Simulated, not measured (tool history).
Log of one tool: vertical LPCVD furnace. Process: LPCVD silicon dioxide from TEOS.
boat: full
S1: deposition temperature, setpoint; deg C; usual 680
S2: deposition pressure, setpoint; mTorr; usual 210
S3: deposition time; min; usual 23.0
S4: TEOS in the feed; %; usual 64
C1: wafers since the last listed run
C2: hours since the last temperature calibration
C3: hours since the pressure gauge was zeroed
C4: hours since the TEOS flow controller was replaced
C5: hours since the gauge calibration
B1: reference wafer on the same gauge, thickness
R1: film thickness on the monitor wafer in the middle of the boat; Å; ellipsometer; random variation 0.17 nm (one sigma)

{"run": 1, "hour": 0.0, "S1": 680, "S2": 210, "S3": 30.0, "S4": 64, "C1": 0, "C2": 4846.4, "C3": 4158.2, "C4": 5442.5, "C5": 220.1, "B1": 84.1, "R1": 1261.7}
{"run": 2, "hour": 10.8, "S1": 680, "S2": 210, "S3": 30.0, "S4": 64, "C1": 161, "C2": 4857.2, "C3": 4169.0, "C4": 5453.3, "C5": 230.9, "B1": 84.07, "R1": 1259.9}
{"run": 3, "hour": 22.5, "S1": 680, "S2": 210, "S3": 30.0, "S4": 64, "C1": 174, "C2": 4868.9, "C3": 4180.7, "C4": 5465.0, "C5": 242.6, "B1": 84.08, "R1": 1264.0}
{"run": 4, "hour": 32.7, "S1": 680, "S2": 210, "S3": 23.0, "S4": 64, "C1": 152, "C2": 4879.1, "C3": 4190.9, "C4": 5475.2, "C5": 252.8, "B1": 84.11, "R1": 968.5}
{"run": 5, "hour": 40.3, "S1": 680, "S2": 210, "S3": 23.0, "S4": 64, "C1": 113, "C2": 4886.7, "C3": 4198.5, "C4": 5482.8, "C5": 260.4, "B1": 84.11, "R1": 969.2}
{"run": 6, "hour": 51.3, "S1": 680, "S2": 210, "S3": 23.0, "S4": 64, "C1": 164, "C2": 4897.7, "C3": 4209.5, "C4": 5493.8, "C5": 271.4, "B1": 84.08, "R1": 970.1}
{"run": 7, "hour": 58.9, "S1": 680, "S2": 250, "S3": 23.0, "S4": 55, "C1": 113, "C2": 4905.3, "C3": 4217.1, "C4": 5501.4, "C5": 279.0, "B1": 84.07, "R1": 983.9}
{"run": 8, "hour": 77.3, "S1": 680, "S2": 250, "S3": 23.0, "S4": 55, "C1": 274, "C2": 4923.7, "C3": 4235.5, "C4": 5519.8, "C5": 297.4, "B1": 84.11, "R1": 983.1}
{"run": 9, "hour": 86.9, "S1": 680, "S2": 210, "S3": 23.0, "S4": 72, "C1": 143, "C2": 4933.3, "C3": 4245.1, "C4": 5529.4, "C5": 307.0, "B1": 84.11, "R1": 1030.3}
{"run": 10, "hour": 105.7, "S1": 680, "S2": 210, "S3": 23.0, "S4": 72, "C1": 280, "C2": 4952.1, "C3": 4263.9, "C4": 5548.2, "C5": 325.8, "B1": 84.11, "R1": 1029.6}
{"run": 11, "hour": 119.4, "S1": 680, "S2": 210, "S3": 23.0, "S4": 72, "C1": 204, "C2": 4965.8, "C3": 4277.6, "C4": 5561.9, "C5": 339.5, "B1": 84.06, "R1": 1031.3}
{"run": 12, "hour": 135.6, "S1": 680, "S2": 250, "S3": 23.0, "S4": 55, "C1": 241, "C2": 4982.0, "C3": 4293.8, "C4": 5578.1, "C5": 355.7, "B1": 84.09, "R1": 982.5}
{"run": 13, "hour": 153.9, "S1": 680, "S2": 245, "S3": 23.0, "S4": 64, "C1": 273, "C2": 5000.3, "C3": 4312.1, "C4": 5596.4, "C5": 374.0, "B1": 84.13, "R1": 1053.1}
{"hour": 186.3, "done": "TEOS flow controller replaced"}
{"run": 14, "hour": 186.8, "S1": 680, "S2": 210, "S3": 23.0, "S4": 64, "C1": 132, "C2": 5033.2, "C3": 4345.0, "C4": 0.5, "C5": 406.9, "B1": 84.12, "R1": 971.1}
{"hour": 194.6, "done": "gauge calibrated"}
{"hour": 214.4, "done": "thermocouples replaced and temperature profile calibrated"}
{"run": 15, "hour": 214.9, "S1": 680, "S2": 245, "S3": 23.0, "S4": 64, "C1": 61, "C2": 0.5, "C3": 4373.1, "C4": 28.6, "C5": 20.3, "B1": 84.1, "R1": 936.7}
{"run": 16, "hour": 227.2, "S1": 680, "S2": 210, "S3": 14.0, "S4": 77, "C1": 183, "C2": 12.8, "C3": 4385.4, "C4": 40.9, "C5": 32.6, "B1": 84.09, "R1": 579.0}
{"run": 17, "hour": 241.5, "S1": 688, "S2": 195, "S3": 29.5, "S4": 64, "C1": 213, "C2": 27.1, "C3": 4399.7, "C4": 55.2, "C5": 46.9, "B1": 84.11, "R1": 1301.6}
{"run": 18, "hour": 257.4, "S1": 680, "S2": 210, "S3": 23.0, "S4": 64, "C1": 237, "C2": 43.0, "C3": 4415.6, "C4": 71.1, "C5": 62.8, "B1": 84.12, "R1": 872.0}
{"run": 19, "hour": 265.6, "S1": 680, "S2": 225, "S3": 23.0, "S4": 54, "C1": 122, "C2": 51.2, "C3": 4423.8, "C4": 79.3, "C5": 71.0, "B1": 84.12, "R1": 826.3}
{"hour": 293.2, "done": "pressure gauge zeroed"}
{"run": 20, "hour": 293.7, "S1": 684, "S2": 175, "S3": 16.0, "S4": 71, "C1": 61, "C2": 79.3, "C3": 0.5, "C4": 107.4, "C5": 99.1, "B1": 84.1, "R1": 639.9}
{"run": 21, "hour": 298.2, "S1": 680, "S2": 210, "S3": 23.0, "S4": 64, "C1": 67, "C2": 83.8, "C3": 5.0, "C4": 111.9, "C5": 103.6, "B1": 84.1, "R1": 872.1}
{"run": 22, "hour": 302.7, "S1": 680, "S2": 170, "S3": 23.0, "S4": 64, "C1": 67, "C2": 88.3, "C3": 9.5, "C4": 116.4, "C5": 108.1, "B1": 84.11, "R1": 781.2}
{"run": 23, "hour": 319.0, "S1": 670, "S2": 230, "S3": 20.5, "S4": 59, "C1": 243, "C2": 104.6, "C3": 25.8, "C4": 132.7, "C5": 124.4, "B1": 84.11, "R1": 609.5}
{"run": 24, "hour": 327.8, "S1": 674, "S2": 180, "S3": 18.5, "S4": 74, "C1": 131, "C2": 113.4, "C3": 34.6, "C4": 141.5, "C5": 133.2, "B1": 84.09, "R1": 601.1}
{"run": 25, "hour": 341.2, "S1": 684, "S2": 210, "S3": 23.0, "S4": 64, "C1": 200, "C2": 126.8, "C3": 48.0, "C4": 154.9, "C5": 146.6, "B1": 84.07, "R1": 957.3}
{"run": 26, "hour": 359.8, "S1": 670, "S2": 210, "S3": 23.0, "S4": 56, "C1": 277, "C2": 145.4, "C3": 66.6, "C4": 173.5, "C5": 165.2, "B1": 84.13, "R1": 635.9}
{"run": 27, "hour": 371.2, "S1": 680, "S2": 210, "S3": 19.5, "S4": 60, "C1": 170, "C2": 156.8, "C3": 78.0, "C4": 184.9, "C5": 176.6, "B1": 84.12, "R1": 717.1}
{"run": 28, "hour": 379.4, "S1": 676, "S2": 210, "S3": 23.0, "S4": 75, "C1": 122, "C2": 165.0, "C3": 86.2, "C4": 193.1, "C5": 184.8, "B1": 84.09, "R1": 856.7}
{"run": 29, "hour": 385.7, "S1": 680, "S2": 210, "S3": 23.0, "S4": 64, "C1": 94, "C2": 171.3, "C3": 92.5, "C4": 199.4, "C5": 191.1, "B1": 84.1, "R1": 872.2}
{"run": 30, "hour": 392.2, "S1": 671, "S2": 245, "S3": 28.5, "S4": 70, "C1": 97, "C2": 177.8, "C3": 99.0, "C4": 205.9, "C5": 197.6, "B1": 84.13, "R1": 978.4}

Measured less the same run without the tool's hidden state. The same run-to-run variation is in both; the gauge's scatter may not be:
The hidden state here: true tube temperature minus thermocouple reading, K; true pressure minus gauge reading, mTorr; deviation of the TEOS flow from its setpoint, %; gauge reads high (%).
run=1 R1=+131.9
run=2 R1=+131.9
run=3 R1=+132.6
run=4 R1=+101.8
run=5 R1=+102.0
run=6 R1=+102.3
run=7 R1=+103.9
run=8 R1=+104.1
run=9 R1=+109.2
run=10 R1=+109.6
run=11 R1=+110.0
run=12 R1=+105.1
run=13 R1=+112.9
run=14 R1=+104.8
run=15 R1=+1.4
run=16 R1=+1.0
run=17 R1=+2.5
run=18 R1=+2.1
run=19 R1=+2.1
run=20 R1=+2.0
run=21 R1=+2.7
run=22 R1=+2.6
run=23 R1=+2.2
run=24 R1=+2.3
run=25 R1=+3.8
run=26 R1=+2.8
run=27 R1=+3.4
run=28 R1=+4.2
run=29 R1=+4.4
run=30 R1=+5.1
